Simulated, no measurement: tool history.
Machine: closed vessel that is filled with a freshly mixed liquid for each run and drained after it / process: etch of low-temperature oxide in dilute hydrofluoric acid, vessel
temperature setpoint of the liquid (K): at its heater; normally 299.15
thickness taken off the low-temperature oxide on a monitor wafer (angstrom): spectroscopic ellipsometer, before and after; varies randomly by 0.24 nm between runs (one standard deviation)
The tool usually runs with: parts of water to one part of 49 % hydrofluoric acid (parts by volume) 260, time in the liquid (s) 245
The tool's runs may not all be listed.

run     day  temperature setpoint of the liquid (K)  parts of water to one part of 49 % hydrofluoric acid (parts by volume)  time in the liquid (s)  wafers since the last listed run  hours since the thermometer was replaced  hours since the hydrofluoric acid flow meter was replaced  hours since the gauge calibration  read-back film thickness of the low-temperature oxide reference wafer, read on the same gauge (nm)  thickness taken off the low-temperature oxide on a monitor wafer (angstrom)
  1   0.000                                  299.15                                                                     260                     245                                 0                                     405.2                                                     1268.2                             3311.3                                                                                               80.04                                                                        254.3
  2   3.975                                  299.15                                                                     260                     245                              8868                                     500.6                                                     1363.6                             3406.7                                                                                               80.01                                                                        254.5
      6.833  -- gauge calibrated
  3   7.321                                  299.15                                                                     260                     245                              7464                                     580.9                                                     1443.9                               11.7                                                                                               79.99                                                                        254.3
      9.038  -- thermometer replaced
  4   9.850                                  296.15                                                                     360                     245                              5549                                      19.5                                                     1504.6                               72.4                                                                                               80.01                                                                        149.3
  5  12.692                                  296.15                                                                     360                     245                              6339                                      87.7                                                     1572.8                              140.6                                                                                               79.99                                                                        148.3
  6  16.946                                  299.15                                                                     260                     285                              9490                                     189.8                                                     1674.9                              242.7                                                                                               80.02                                                                        298.1
  7  19.838                                  299.15                                                                     260                     285                              6451                                     259.2                                                     1744.3                              312.1                                                                                               80.00                                                                        295.5
     21.775  -- hydrofluoric acid flow meter replaced
  8  23.142                                  299.15                                                                     260                     245                              7278                                     338.5                                                       32.8                              391.4                                                                                               80.02                                                                        256.2
  9  25.925                                  299.15                                                                     260                     245                              6209                                     405.3                                                       99.6                              458.2                                                                                               79.99                                                                        259.9
 10  28.529                                  299.15                                                                     260                     245                              5809                                     467.8                                                      162.1                              520.7                                                                                               79.97                                                                        258.2
 11  31.738                                  299.15                                                                     260                     285                              7157                                     544.8                                                      239.1                              597.7                                                                                               80.04                                                                        295.3
 12  34.904                                  299.15                                                                     260                     245                              7064                                     620.8                                                      315.1                              673.7                                                                                               80.02                                                                        250.2
     37.771  -- thermometer replaced
 13  38.492                                  299.15                                                                     260                     245                              7910                                      17.3                                                      401.2                              759.8                                                                                               80.01                                                                        253.7
 14  42.271                                  299.15                                                                     170                     245                              8431                                     108.0                                                      491.9                              850.5                                                                                               79.98                                                                        424.3
 15  44.417                                  302.65                                                                     260                     180                              4787                                     159.5                                                      543.4                              902.0                                                                                               79.96                                                                        209.8
 16  45.962                                  299.15                                                                     140                     115                              3448                                     196.6                                                      580.5                              939.1                                                                                               80.00                                                                        254.0
 17  47.929                                  299.15                                                                     260                     310                              4387                                     243.8                                                      627.7                              986.3                                                                                               80.02                                                                        326.2
 18  51.888                                  301.15                                                                     200                     150                              8830                                     338.8                                                      722.7                             1081.3                                                                                               80.00                                                                        231.2
 19  55.312                                  299.15                                                                     190                     245                              7640                                     421.0                                                      804.9                             1163.5                                                                                               80.00                                                                        378.2
 20  58.575                                  294.15                                                                     365                     205                              7278                                     499.3                                                      883.2                             1241.8                                                                                               80.01                                                                        115.7
 21  61.662                                  299.15                                                                     260                     245                              6888                                     573.4                                                      957.3                             1315.9                                                                                               80.01                                                                        250.7
 22  63.288                                  297.15                                                                     260                     245                              3625                                     612.4                                                      996.3                             1354.9                                                                                               79.98                                                                        237.0
     63.600  -- thermometer replaced
 23  67.754                                  301.15                                                                     215                     245                              9871                                      99.7                                                     1103.5                             1462.1                                                                                               80.03                                                                        348.1
 24  69.588                                  299.15                                                                     260                     245                              4090                                     143.7                                                     1147.5                             1506.1                                                                                               79.99                                                                        253.8
 25  72.429                                  299.15                                                                     200                     140                              6339                                     211.9                                                     1215.7                             1574.3                                                                                               79.99                                                                        202.1
 26  75.975                                  299.15                                                                     385                     385                              7910                                     297.0                                                     1300.8                             1659.4                                                                                               79.99                                                                        238.1
 27  78.367                                  299.15                                                                     345                     245                              5335                                     354.4                                                     1358.2                             1716.8                                                                                               80.01                                                                        173.5
 28  82.438                                  297.65                                                                     190                     380                              9081                                     452.1                                                     1455.9                             1814.5                                                                                               80.01                                                                        542.0
 29  85.042                                  299.15                                                                     260                     245                              5809                                     514.6                                                     1518.4                             1877.0                                                                                               79.97                                                                        258.8
     85.404  -- hydrofluoric acid flow meter replaced
 30  87.771                                  294.15                                                                     365                     205                              5995                                     580.1                                                       56.8                             1942.5                                                                                               80.00                                                                        116.8
 31  89.450                                  303.15                                                                     310                     150                              3746                                     620.4                                                       97.1                             1982.8                                                                                               80.00                                                                        141.5
     90.775  -- thermometer replaced
 32  92.096                                  299.15                                                                     215                     350                              5809                                      31.7                                                      160.6                             2046.3                                                                                               80.02                                                                        466.0

Branching from run 32: 4 alternative next runs. What would each branch give?
  A  92.125                                  303.65                                                                     260                     245                                65                                      32.4                                                      161.3                             2047.0                                                                                                   ?                                                                            ?
  B  92.125                                  303.15                                                                     220                     300                                65                                      32.4                                                      161.3                             2047.0                                                                                                   ?                                                                            ?
  C  92.125                                  299.15                                                                     260                     120                                65                                      32.4                                                      161.3                             2047.0                                                                                                   ?                                                                            ?
  D  92.125                                  299.15                                                                     335                     245                                65                                      32.4                                                      161.3                             2047.0                                                                                                   ?                                                                            ?

run  read-back film thickness of the low-temperature oxide reference wafer, read on the same gauge (nm)  thickness taken off the low-temperature oxide on a monitor wafer (angstrom)
  A                                                                                               80.03                                                                        302.3
  B                                                                                               80.03                                                                        450.9
  C                                                                                               80.03                                                                        127.2
  D                                                                                               80.03                                                                        186.7
With the hidden condition removed and each run's random variation left untouched, the same runs would have given:
run  thickness taken off the low-temperature oxide on a monitor wafer (angstrom)
  A                                                                        302.3
  B                                                                        450.9
  C                                                                        127.2
  D                                                                        186.7
